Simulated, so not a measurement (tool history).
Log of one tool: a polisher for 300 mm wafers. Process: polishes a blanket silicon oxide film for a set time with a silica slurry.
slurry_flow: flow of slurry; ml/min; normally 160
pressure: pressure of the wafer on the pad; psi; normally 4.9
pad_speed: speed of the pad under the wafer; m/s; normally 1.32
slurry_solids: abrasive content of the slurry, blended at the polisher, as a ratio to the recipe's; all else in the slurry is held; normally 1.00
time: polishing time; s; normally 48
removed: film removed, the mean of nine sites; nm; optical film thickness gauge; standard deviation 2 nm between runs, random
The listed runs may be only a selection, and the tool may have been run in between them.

| run | hour | slurry_flow | pressure | pad_speed | slurry_solids | time | incoming thickness of the incoming film, nm | removed |
|---|---|---|---|---|---|---|---|---|
| 1 | 0.0 | 160 | 4.9 | 1.32 | 0.85 | 48 | 1872.0 | 223.5 |
|  | 17.1 | conditioning disc replaced and pad reconditioned |
|  | 31.6 | slurry blender recalibrated |
|  | 163.5 | worn pad replaced by a new one |
| 2 | 170.2 | 160 | 4.9 | 1.32 | 1.00 | 48 | 1839.0 | 242.9 |
| 3 | 216.6 | 160 | 4.9 | 1.32 | 1.00 | 48 | 1873.3 | 236.0 |
| 4 | 286.1 | 160 | 4.9 | 1.32 | 1.00 | 48 | 1852.9 | 228.7 |
|  | 342.6 | slurry nozzle cleaned |
| 5 | 353.7 | 160 | 4.9 | 1.32 | 1.00 | 48 | 1809.7 | 240.1 |
| 6 | 385.6 | 160 | 4.9 | 1.32 | 1.00 | 48 | 1845.2 | 240.5 |
|  | 436.8 | conditioning disc replaced and pad reconditioned |
| 7 | 482.7 | 195 | 4.0 | 1.08 | 1.00 | 53 | 1858.8 | 190.3 |
| 8 | 539.1 | 215 | 6.1 | 1.60 | 1.25 | 48 | 1856.8 | 368.4 |
|  | 569.3 | slurry blender recalibrated |
| 9 | 589.8 | 180 | 4.9 | 1.52 | 1.15 | 62 | 1835.1 | 350.4 |
|  | 599.6 | worn pad replaced by a new one |
| 10 | 646.0 | 160 | 4.9 | 1.32 | 1.00 | 37 | 1843.5 | 185.7 |
|  | 661.3 | head pressure recalibrated |
| 11 | 707.2 | 185 | 4.9 | 1.32 | 1.00 | 40 | 1828.0 | 199.8 |
| 12 | 750.1 | 160 | 4.9 | 1.32 | 1.00 | 48 | 1825.3 | 225.0 |
| 13 | 813.4 | 130 | 4.9 | 1.20 | 1.00 | 48 | 1851.3 | 190.9 |
|  | 844.2 | slurry nozzle cleaned |
| 14 | 881.7 | 160 | 4.9 | 1.32 | 1.00 | 35 | 1854.1 | 171.9 |
|  | 923.6 | conditioning disc replaced and pad reconditioned |
| 15 | 946.3 | 160 | 4.9 | 1.32 | 1.00 | 65 | 1866.1 | 315.5 |
| 16 | 1013.4 | 130 | 4.9 | 1.20 | 1.00 | 48 | 1852.2 | 204.3 |
|  | 1021.7 | worn pad replaced by a new one |
|  | 1028.4 | slurry blender recalibrated |
| 17 | 1038.6 | 215 | 4.9 | 1.32 | 1.20 | 57 | 1826.8 | 319.6 |
| 18 | 1088.0 | 160 | 4.9 | 1.46 | 1.00 | 59 | 1851.0 | 319.4 |
| 19 | 1135.0 | 160 | 4.9 | 1.32 | 1.00 | 48 | 1809.8 | 235.6 |
|  | 1229.3 | slurry nozzle cleaned |
| 20 | 1231.0 | 160 | 4.9 | 1.32 | 1.10 | 48 | 1863.8 | 246.3 |
| 21 | 1262.3 | 145 | 4.9 | 1.32 | 1.30 | 48 | 1835.9 | 257.5 |
|  | 1307.1 | conditioning disc replaced and pad reconditioned |
| 22 | 1307.7 | 160 | 4.9 | 1.32 | 0.80 | 48 | 1808.3 | 214.9 |
| 23 | 1370.0 | 140 | 4.9 | 1.32 | 1.00 | 48 | 1838.0 | 224.2 |
| 24 | 1424.3 | 120 | 6.4 | 1.32 | 1.00 | 48 | 1863.6 | 277.1 |
|  | 1483.6 | slurry blender recalibrated |
| 25 | 1491.3 | 160 | 6.4 | 1.32 | 1.00 | 42 | 1862.2 | 249.3 |
|  | 1498.1 | worn pad replaced by a new one |
| 26 | 1537.9 | 160 | 4.9 | 1.32 | 1.00 | 48 | 1860.4 | 237.5 |

Give the tool's hidden conditions for every run:
deviation of the head's pressure from its setpoint, %: 0 on each run
abrasive missing from the slurry, %: 0 on each run
time polished since the conditioner stopped cutting, s: 0 on each run
H1: removal rate lost through wear of the pad, %
H2: slurry flow missing at the pad, %
| run | H1 | H2 |
|---|---|---|
| 1 | 4.3 | 4.3 |
| 2 | 0.512 | 18.6 |
| 3 | 1.36 | 24.6 |
| 4 | 2.64 | 35.2 |
| 5 | 3.88 | 1.34 |
| 6 | 4.46 | 1.69 |
| 7 | 6.25 | 5.35 |
| 8 | 7.28 | 9.25 |
| 9 | 8.21 | 13.9 |
| 10 | 1.01 | 20.2 |
| 11 | 2.13 | 28.6 |
| 12 | 2.92 | 35.4 |
| 13 | 4.08 | 46.9 |
| 14 | 5.33 | 4.51 |
| 15 | 6.52 | 6.36 |
| 16 | 7.75 | 10.1 |
| 17 | 1.09 | 12 |
| 18 | 1.99 | 16.4 |
| 19 | 2.86 | 21.6 |
| 20 | 4.62 | 3.21 |
| 21 | 5.19 | 3.43 |
| 22 | 6.02 | 4.47 |
| 23 | 7.17 | 7.27 |
| 24 | 8.16 | 11 |
| 25 | 9.39 | 17.3 |
| 26 | 0.989 | 22.8 |
